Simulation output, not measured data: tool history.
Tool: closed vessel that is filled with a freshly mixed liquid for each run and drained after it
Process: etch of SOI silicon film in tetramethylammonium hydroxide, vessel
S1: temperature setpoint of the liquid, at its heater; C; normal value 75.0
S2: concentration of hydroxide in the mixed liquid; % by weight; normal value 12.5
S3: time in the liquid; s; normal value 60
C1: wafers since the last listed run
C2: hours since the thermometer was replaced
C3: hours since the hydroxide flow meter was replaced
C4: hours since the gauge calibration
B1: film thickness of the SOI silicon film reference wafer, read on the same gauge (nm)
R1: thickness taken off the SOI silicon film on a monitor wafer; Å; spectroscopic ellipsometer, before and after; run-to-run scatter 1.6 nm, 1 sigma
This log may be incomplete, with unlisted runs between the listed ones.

| run | hour | S1 | S2 | S3 | C1 | C2 | C3 | C4 | B1 | R1 |
|---|---|---|---|---|---|---|---|---|---|---|
| 1 | 0.0 | 75.0 | 13.5 | 60 | 0 | 464.7 | 1212.2 | 79.5 | 70.01 | 4673.7 |
| 2 | 7.8 | 75.0 | 13.5 | 60 | 495 | 472.5 | 1220.0 | 87.3 | 70.01 | 4648.4 |
| 3 | 16.1 | 75.0 | 12.5 | 60 | 527 | 480.8 | 1228.3 | 95.6 | 70.00 | 4810.7 |
| 4 | 29.0 | 75.0 | 12.5 | 60 | 819 | 493.7 | 1241.2 | 108.5 | 69.97 | 4808.4 |
| 5 | 38.5 | 75.0 | 12.5 | 60 | 603 | 503.2 | 1250.7 | 118.0 | 70.03 | 4806.1 |
| 6 | 45.4 | 71.5 | 12.5 | 35 | 438 | 510.1 | 1257.6 | 124.9 | 70.00 | 2294.7 |
| 7 | 52.1 | 71.5 | 12.5 | 35 | 425 | 516.8 | 1264.3 | 131.6 | 70.02 | 2285.0 |
| 8 | 58.3 | 69.0 | 14.5 | 60 | 393 | 523.0 | 1270.5 | 137.8 | 69.99 | 3130.1 |
|  | 62.0 | hydroxide flow meter replaced |
| 9 | 75.6 | 71.5 | 12.5 | 35 | 1035 | 540.3 | 13.6 | 155.1 | 70.00 | 2271.2 |
|  | 81.2 | gauge calibrated |
| 10 | 86.4 | 72.0 | 15.0 | 70 | 686 | 551.1 | 24.4 | 5.2 | 69.98 | 4302.3 |
| 11 | 99.8 | 67.5 | 9.5 | 95 | 851 | 564.5 | 37.8 | 18.6 | 69.99 | 5395.5 |
| 12 | 107.3 | 75.0 | 16.0 | 50 | 476 | 572.0 | 45.3 | 26.1 | 70.00 | 3548.8 |
|  | 111.7 | thermometer replaced |
| 13 | 116.9 | 77.5 | 12.5 | 60 | 546 | 5.2 | 54.9 | 35.7 | 70.01 | 5942.0 |
| 14 | 123.8 | 75.0 | 12.5 | 40 | 438 | 12.1 | 61.8 | 42.6 | 69.98 | 3443.3 |

Predict the results of run 15:
| 15 | 145.2 | 75.0 | 14.5 | 60 | 1359 | 33.5 | 83.2 | 64.0 | ? | ? |

{"run 15": {"B1": 70.0, "R1": 4769.4}}
The same run, on a tool lacking any hidden state, would have yielded R1 4829.6 Å.

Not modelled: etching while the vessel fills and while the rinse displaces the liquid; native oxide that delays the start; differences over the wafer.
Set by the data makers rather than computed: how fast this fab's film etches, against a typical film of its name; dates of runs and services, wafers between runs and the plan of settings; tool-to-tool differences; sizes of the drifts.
